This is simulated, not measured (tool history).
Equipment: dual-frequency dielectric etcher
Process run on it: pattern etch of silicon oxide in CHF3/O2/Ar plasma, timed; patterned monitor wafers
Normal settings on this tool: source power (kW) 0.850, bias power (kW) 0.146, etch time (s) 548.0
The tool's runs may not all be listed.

| run | day | source power (kW) | bias power (kW) | etch time (s) | wafers since the last listed run | hours since the last wet clean | hours since the last source power generator calibration | hours since the last bias power generator calibration | hours since the last upper electrode change | hours since the gauge calibration | read-back reference wafer on the same gauge, depth_nm | mean etch depth across the wafer (angstrom) |
|---|---|---|---|---|---|---|---|---|---|---|---|---|
| 1 | 0.000 | 0.850 | 0.118 | 548.0 | 0 | 176.7 | 1383.7 | 2752.9 | 3934.5 | 696.3 | 1082.1 | 9078 |
| 2 | 0.929 | 0.850 | 0.118 | 548.0 | 57 | 199.0 | 1406.0 | 2775.2 | 3956.8 | 718.6 | 1083.3 | 9054 |
| 3 | 1.504 | 0.850 | 0.146 | 548.0 | 35 | 212.8 | 1419.8 | 2789.0 | 3970.6 | 732.4 | 1082.8 | 9928 |
| 4 | 2.921 | 0.850 | 0.146 | 548.0 | 87 | 246.8 | 1453.8 | 2823.0 | 4004.6 | 766.4 | 1076.3 | 9967 |
| 5 | 4.158 | 0.850 | 0.146 | 548.0 | 76 | 276.5 | 1483.5 | 2852.7 | 4034.3 | 796.1 | 1077.0 | 9890 |
| 6 | 5.512 | 0.850 | 0.146 | 548.0 | 84 | 309.0 | 1516.0 | 2885.2 | 4066.8 | 828.6 | 1076.0 | 9905 |
| 7 | 6.575 | 0.710 | 0.146 | 548.0 | 65 | 334.5 | 1541.5 | 2910.7 | 4092.3 | 854.1 | 1073.7 | 9516 |
| 8 | 7.712 | 0.710 | 0.146 | 548.0 | 70 | 361.8 | 1568.8 | 2938.0 | 4119.6 | 881.4 | 1072.6 | 9516 |
| 9 | 9.050 | 0.710 | 0.146 | 548.0 | 83 | 393.9 | 1600.9 | 2970.1 | 4151.7 | 913.5 | 1071.4 | 9498 |
|  | 10.162 | wet clean of the chamber |
| 10 | 10.529 | 0.850 | 0.146 | 548.0 | 29 | 8.8 | 1636.4 | 3005.6 | 4187.2 | 949.0 | 1069.6 | 9914 |
| 11 | 11.033 | 0.850 | 0.146 | 548.0 | 31 | 20.9 | 1648.5 | 3017.7 | 4199.3 | 961.1 | 1071.2 | 9901 |
| 12 | 12.912 | 0.850 | 0.146 | 644.0 | 116 | 66.0 | 1693.6 | 3062.8 | 4244.4 | 1006.2 | 1068.2 | 11583 |
| 13 | 14.033 | 0.850 | 0.146 | 548.0 | 69 | 92.9 | 1720.5 | 3089.7 | 4271.3 | 1033.1 | 1066.2 | 9810 |
|  | 16.167 | upper electrode replaced |
| 14 | 17.700 | 1.000 | 0.134 | 458.5 | 165 | 180.9 | 1808.5 | 3177.7 | 36.8 | 1121.1 | 1061.9 | 8196 |
| 15 | 18.633 | 0.850 | 0.146 | 548.0 | 57 | 203.3 | 1830.9 | 3200.1 | 59.2 | 1143.5 | 1062.2 | 9772 |
| 16 | 19.229 | 0.990 | 0.146 | 444.0 | 36 | 217.6 | 1845.2 | 3214.4 | 73.5 | 1157.8 | 1058.3 | 8151 |
| 17 | 20.162 | 1.010 | 0.135 | 659.5 | 57 | 240.0 | 1867.6 | 3236.8 | 95.9 | 1180.2 | 1057.2 | 11756 |
| 18 | 21.021 | 0.850 | 0.114 | 619.0 | 53 | 260.6 | 1888.2 | 3257.4 | 116.5 | 1200.8 | 1053.6 | 9940 |
| 19 | 22.050 | 0.730 | 0.161 | 548.0 | 63 | 285.3 | 1912.9 | 3282.1 | 141.2 | 1225.5 | 1054.7 | 9824 |
|  | 23.292 | bias power generator calibrated |
| 20 | 26.088 | 1.050 | 0.146 | 710.0 | 240 | 382.2 | 2009.8 | 67.1 | 238.1 | 1322.4 | 1049.0 | 13162 |
| 21 | 26.983 | 0.770 | 0.158 | 399.0 | 55 | 403.7 | 2031.3 | 88.6 | 259.6 | 1343.9 | 1047.2 | 7124 |
|  | 27.908 | gauge calibrated |
|  | 28.146 | source power generator calibrated |
|  | 28.888 | wet clean of the chamber |
| 22 | 29.729 | 0.850 | 0.181 | 698.5 | 114 | 20.2 | 38.0 | 154.5 | 325.5 | 43.7 | 1092.3 | 14017 |
| 23 | 30.733 | 0.950 | 0.112 | 548.0 | 62 | 44.3 | 62.1 | 178.6 | 349.6 | 67.8 | 1094.5 | 9139 |
| 24 | 31.667 | 0.850 | 0.118 | 548.0 | 57 | 66.7 | 84.5 | 201.0 | 372.0 | 90.2 | 1090.6 | 9235 |
| 25 | 32.446 | 0.640 | 0.116 | 548.0 | 48 | 85.4 | 103.2 | 219.7 | 390.7 | 108.9 | 1091.9 | 8703 |
| 26 | 33.150 | 0.770 | 0.182 | 473.5 | 43 | 102.3 | 120.1 | 236.6 | 407.6 | 125.8 | 1091.9 | 9327 |
| 27 | 37.412 | 0.650 | 0.131 | 615.5 | 264 | 204.6 | 222.4 | 338.9 | 509.9 | 228.1 | 1089.7 | 10216 |
| 28 | 38.454 | 0.770 | 0.163 | 647.5 | 64 | 229.6 | 247.4 | 363.9 | 534.9 | 253.1 | 1090.8 | 12106 |
| 29 | 39.525 | 0.720 | 0.146 | 548.0 | 66 | 255.3 | 273.1 | 389.6 | 560.6 | 278.8 | 1090.2 | 9742 |
| 30 | 40.529 | 0.720 | 0.146 | 548.0 | 62 | 279.4 | 297.2 | 413.7 | 584.7 | 302.9 | 1090.8 | 9759 |
| 31 | 42.004 | 0.850 | 0.132 | 653.0 | 91 | 314.8 | 332.6 | 449.1 | 620.1 | 338.3 | 1088.6 | 11352 |

For each run, what was the tool's unlogged condition?
etch rate over this chamber's usual, %: 0 at every run
source power that arrives over what is set, %: 0 at every run
bias power that arrives over what is set, %: 0 at every run
H1: gauge reads high (%)
| run | H1 |
|---|---|
| 1 | -1.72 |
| 2 | -1.8 |
| 3 | -1.84 |
| 4 | -1.96 |
| 5 | -2.07 |
| 6 | -2.19 |
| 7 | -2.28 |
| 8 | -2.39 |
| 9 | -2.52 |
| 10 | -2.68 |
| 11 | -2.73 |
| 12 | -2.93 |
| 13 | -3.06 |
| 14 | -3.49 |
| 15 | -3.61 |
| 16 | -3.68 |
| 17 | -3.8 |
| 18 | -3.92 |
| 19 | -4.05 |
| 20 | -4.62 |
| 21 | -4.75 |
| 22 | -0.656 |
| 23 | -0.662 |
| 24 | -0.67 |
| 25 | -0.679 |
| 26 | -0.688 |
| 27 | -0.771 |
| 28 | -0.798 |
| 29 | -0.83 |
| 30 | -0.862 |
| 31 | -0.914 |
